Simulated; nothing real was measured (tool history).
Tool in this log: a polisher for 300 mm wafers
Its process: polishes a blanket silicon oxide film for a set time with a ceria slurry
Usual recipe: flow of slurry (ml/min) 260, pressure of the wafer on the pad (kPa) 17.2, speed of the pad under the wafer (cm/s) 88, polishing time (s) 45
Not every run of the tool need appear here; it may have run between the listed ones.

run    hour  flow of slurry (ml/min)  pressure of the wafer on the pad (kPa)  speed of the pad under the wafer (cm/s)  polishing time (s)  wafers since the last listed run  wafers polished on this pad  hours since the slurry nozzle was cleaned  hours since the head pressure was calibrated  incoming thickness of the incoming film, nm  film removed (angstrom)
  1       0                      260                                    17.2                                       88                  45                                 0                         1404                                      476.1                                         307.9                                       1812.2                     1292
       94.1  -- worn pad replaced by a new one
  2    96.8                      260                                    17.2                                       88                  45                               687                           20                                      572.9                                         404.7                                       1836.9                     1298
  3   119.9                      260                                    17.2                                       88                  45                               171                          191                                        596                                         427.8                                       1818.9                     1295
  4   138.2                      260                                    17.2                                       72                  45                               135                          327                                      614.3                                         446.1                                       1819.9                     1058
  5   153.5                      260                                    17.2                                       72                  45                               113                          440                                      629.6                                         461.4                                       1802.8                     1072
  6   170.4                      260                                    17.2                                       72                  45                               125                          565                                      646.5                                         478.3                                       1804.3                     1062
  7   190.7                      260                                    17.2                                       88                  45                               150                          716                                      666.8                                         498.6                                       1820.3                     1300
  8   210.1                      260                                    17.2                                       88                  50                               143                          860                                      686.2                                           518                                       1810.7                     1447
  9   237.8                      260                                    17.2                                       88                  45                               205                         1065                                      713.9                                         545.7                                       1788.5                     1299
      321.6  -- slurry nozzle cleaned
 10   335.3                      260                                    17.2                                       88                  45                               715                         1780                                       13.7                                         643.2                                       1816.9                     1358
 11   353.2                      260                                      20                                       88                  45                               132                         1913                                       31.6                                         661.1                                       1807.4                     1575
      359.3  -- worn pad replaced by a new one
 12     378                      260                                    17.2                                       76                  45                               154                          138                                       56.4                                         685.9                                         1818                     1171
 13   397.5                      260                                    17.2                                       76                  45                               144                          283                                       75.9                                         705.4                                       1835.2                     1164
 14     419                      260                                    17.2                                       76                  45                               159                          442                                       97.4                                         726.9                                       1807.1                     1174
 15   468.9                      260                                    17.2                                       88                  45                               369                          812                                      147.3                                         776.8                                       1836.4                     1336
 16   495.9                      260                                    17.2                                       88                  45                               200                         1012                                      174.3                                         803.8                                       1799.8                     1345
 17   511.8                      260                                    17.2                                       74                  41                               117                         1130                                      190.2                                         819.7                                       1816.2                     1029
 18   524.7                      215                                    11.7                                       96                  45                                95                         1226                                      203.1                                         832.6                                       1788.9                      962
 19   554.5                      195                                      20                                       88                  45                               220                         1447                                      232.9                                         862.4                                       1810.6                     1468
      570.2  -- head pressure recalibrated
      583.3  -- worn pad replaced by a new one
 20   588.7                      195                                    17.2                                       88                  45                               209                           40                                      267.1                                          18.5                                       1816.1                     1233
 21   621.2                      260                                    17.2                                       88                  45                               240                          280                                      299.6                                            51                                       1822.6                     1291
 22   651.6                      260                                    17.2                                       88                  45                               225                          506                                        330                                          81.4                                       1797.2                     1278
 23   666.1                      295                                    17.2                                       88                  56                               107                          613                                      344.5                                          95.9                                       1839.5                     1613
 24   686.8                      300                                    17.2                                       62                  49                               153                          767                                      365.2                                         116.6                                       1784.4                      997
 25   741.5                      260                                    17.2                                       88                  45                               405                         1172                                      419.9                                         171.3                                       1811.1                     1276
 26   782.8                      260                                      20                                       88                  45                               306                         1478                                      461.2                                         212.6                                       1807.6                     1490
 27   800.8                      340                                    17.2                                       68                  57                               133                         1612                                      479.2                                         230.6                                       1807.1                     1299
      811.6  -- worn pad replaced by a new one
 28   816.7                      205                                    17.2                                       88                  45                                88                           38                                      495.1                                         246.5                                       1815.3                     1239
 29   847.8                      260                                    17.2                                       88                  45                               230                          268                                      526.2                                         277.6                                       1797.4                     1280
 30   870.9                      260                                      20                                       88                  33                               171                          439                                      549.3                                         300.7                                       1790.1                     1091
 31   886.2                      260                                    17.2                                       70                  59                               113                          553                                      564.6                                           316                                       1815.3                     1334
 32   904.1                      260                                      20                                       74                  45                               132                          685                                      582.5                                         333.9                                         1813                     1261
 33   928.2                      260                                    17.2                                       80                  40                               178                          864                                      606.6                                           358                                       1798.8                     1032
 34   959.7                      260                                    12.4                                       88                  58                               233                         1098                                      638.1                                         389.5                                       1817.7                     1193
 35   984.7                      180                                    17.2                                      114                  51                               185                         1283                                      663.1                                         414.5                                       1787.9                     1784
 36    1002                      325                                    17.2                                       78                  37                               128                         1411                                      680.4                                         431.8                                       1822.7                      964
 37  1017.2                      260                                    17.2                                       62                  55                               112                         1524                                      695.6                                           447                                       1792.2                     1100
 38  1029.7                      305                                    12.4                                       62                  55                                92                         1616                                      708.1                                         459.5                                       1791.2                      811

For each entry between runs, how does the tool's hidden state at the last listed run before it compare with that at the first listed run after it?
Logged between run 1 and run 2: worn pad replaced by a new one (hour 94.1)
  slurry flow missing at the pad, %: 39.2 -> 41.2; deviation of the head's pressure from its setpoint, %: 2.3 -> 2.62
  measured minus no-state result, film removed (angstrom): -42 -> -44
Logged between run 9 and run 10: slurry nozzle cleaned (hour 321.6)
  slurry flow missing at the pad, %: 43 -> 7.7; deviation of the head's pressure from its setpoint, %: 2.93 -> 3.07
  measured minus no-state result, film removed (angstrom): -46 -> +31
Logged between run 11 and run 12: worn pad replaced by a new one (hour 359.3)
  slurry flow missing at the pad, %: 10.5 -> 14; deviation of the head's pressure from its setpoint, %: 3.09 -> 3.12
  measured minus no-state result, film removed (angstrom): +31 -> +19
Logged between run 19 and run 20: head pressure recalibrated (hour 570.2); worn pad replaced by a new one (hour 583.3)
  slurry flow missing at the pad, %: 31.1 -> 33.2; deviation of the head's pressure from its setpoint, %: 3.25 -> 0.299
  measured minus no-state result, film removed (angstrom): -26 -> -65
Logged between run 27 and run 28: worn pad replaced by a new one (hour 811.6)
  slurry flow missing at the pad, %: 41.4 -> 41.8; deviation of the head's pressure from its setpoint, %: 1.89 -> 1.97
  measured minus no-state result, film removed (angstrom): -37 -> -69
